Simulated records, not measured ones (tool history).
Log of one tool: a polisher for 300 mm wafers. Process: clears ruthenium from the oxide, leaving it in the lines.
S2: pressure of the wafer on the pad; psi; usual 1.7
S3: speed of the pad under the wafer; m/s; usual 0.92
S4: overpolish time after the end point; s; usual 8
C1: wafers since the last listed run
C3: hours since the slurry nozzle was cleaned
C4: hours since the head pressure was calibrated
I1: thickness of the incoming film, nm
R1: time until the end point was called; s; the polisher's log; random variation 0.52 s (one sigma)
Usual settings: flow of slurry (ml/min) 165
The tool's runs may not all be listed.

Run 1, hour 0: usual settings; C1 0; wafers polished on this pad 101; C3 562.1; C4 1264.8; I1 61.2. Result: R1 68.9 s.
Run 2, hour 26.2: usual settings; C1 384; wafers polished on this pad 485; C3 588.3; C4 1291; I1 60.8. Result: R1 71.3 s.
At hour 43.9: worn pad replaced by a new one.
Run 3, hour 44.6: usual settings; C1 211; wafers polished on this pad 10; C3 606.7; C4 1309.4; I1 59.6. Result: R1 66 s.
Run 4, hour 72.5: usual settings but S4 11 s; C1 409; wafers polished on this pad 420; C3 634.6; C4 1337.3; I1 59.6. Result: R1 69.6 s.
At hour 100.2: worn pad replaced by a new one.
Run 5, hour 100.7: usual settings; C1 355; wafers polished on this pad 7; C3 662.8; C4 1365.5; I1 59.6. Result: R1 68.9 s.
Run 6, hour 109.4: usual settings; C1 127; wafers polished on this pad 134; C3 671.5; C4 1374.2; I1 60.6. Result: R1 71.5 s.
Run 7, hour 132.8: usual settings; C1 343; wafers polished on this pad 478; C3 694.9; C4 1397.6; I1 60.4. Result: R1 74.6 s.
At hour 142.3: head pressure recalibrated.
At hour 151.1: worn pad replaced by a new one.
Run 8, hour 151.6: usual settings; C1 187; wafers polished on this pad 7; C3 713.7; C4 9.3; I1 59.8. Result: R1 69.7 s.
At hour 161: slurry nozzle cleaned.
Run 9, hour 174.7: usual settings but flow of slurry (ml/min) 195, S2 2.2 psi, S3 0.76 m/s; C1 324; wafers polished on this pad 331; C3 13.7; C4 32.4; I1 60.1. Result: R1 55.9 s.
At hour 200.4: worn pad replaced by a new one.
Run 10, hour 207.1: usual settings; C1 416; wafers polished on this pad 98; C3 46.1; C4 64.8; I1 60.8. Result: R1 63.4 s.
Run 11, hour 221.2: usual settings but flow of slurry (ml/min) 105; C1 206; wafers polished on this pad 305; C3 60.2; C4 78.9; I1 59.6. Result: R1 68.6 s.
At hour 256.2: worn pad replaced by a new one.
Run 12, hour 256.7: usual settings; C1 462; wafers polished on this pad 7; C3 95.7; C4 114.4; I1 60.4. Result: R1 61.9 s.
Run 13, hour 270.8: usual settings but flow of slurry (ml/min) 215, S2 1.1 psi, S3 0.84 m/s, S4 6 s; C1 206; wafers polished on this pad 214; C3 109.8; C4 128.5; I1 60.5. Result: R1 93.1 s.
Run 14, hour 286.3: usual settings but flow of slurry (ml/min) 115, S2 1.2 psi, S4 3 s; C1 227; wafers polished on this pad 441; C3 125.3; C4 144; I1 60.1. Result: R1 89.9 s.

4 ways to go on from here, each from the tool as it stands after run 14. What would each give?
Run A, hour 286.7: usual settings but S2 1.2 psi; C1 5; wafers polished on this pad 447; C3 125.7; C4 144.4; I1 59.1. Result: R1 ?.
Run B, hour 286.7: usual settings but flow of slurry (ml/min) 130, S2 1.9 psi, S3 0.76 m/s, S4 5 s; C1 5; wafers polished on this pad 447; C3 125.7; C4 144.4; I1 59.1. Result: R1 ?.
Run C, hour 286.7: usual settings but flow of slurry (ml/min) 140, S2 1.3 psi, S4 5 s; C1 5; wafers polished on this pad 447; C3 125.7; C4 144.4; I1 59.1. Result: R1 ?.
Run D, hour 286.7: usual settings but flow of slurry (ml/min) 140; C1 5; wafers polished on this pad 447; C3 125.7; C4 144.4; I1 59.1. Result: R1 ?.

run    R1
  A  82.5
  B  67.1
  C  79.4
  D  63.5
Without the tool's hidden state the same runs would have given:
run    R1
  A  78.2
  B  63.5
  C  75.3
  D  60.1
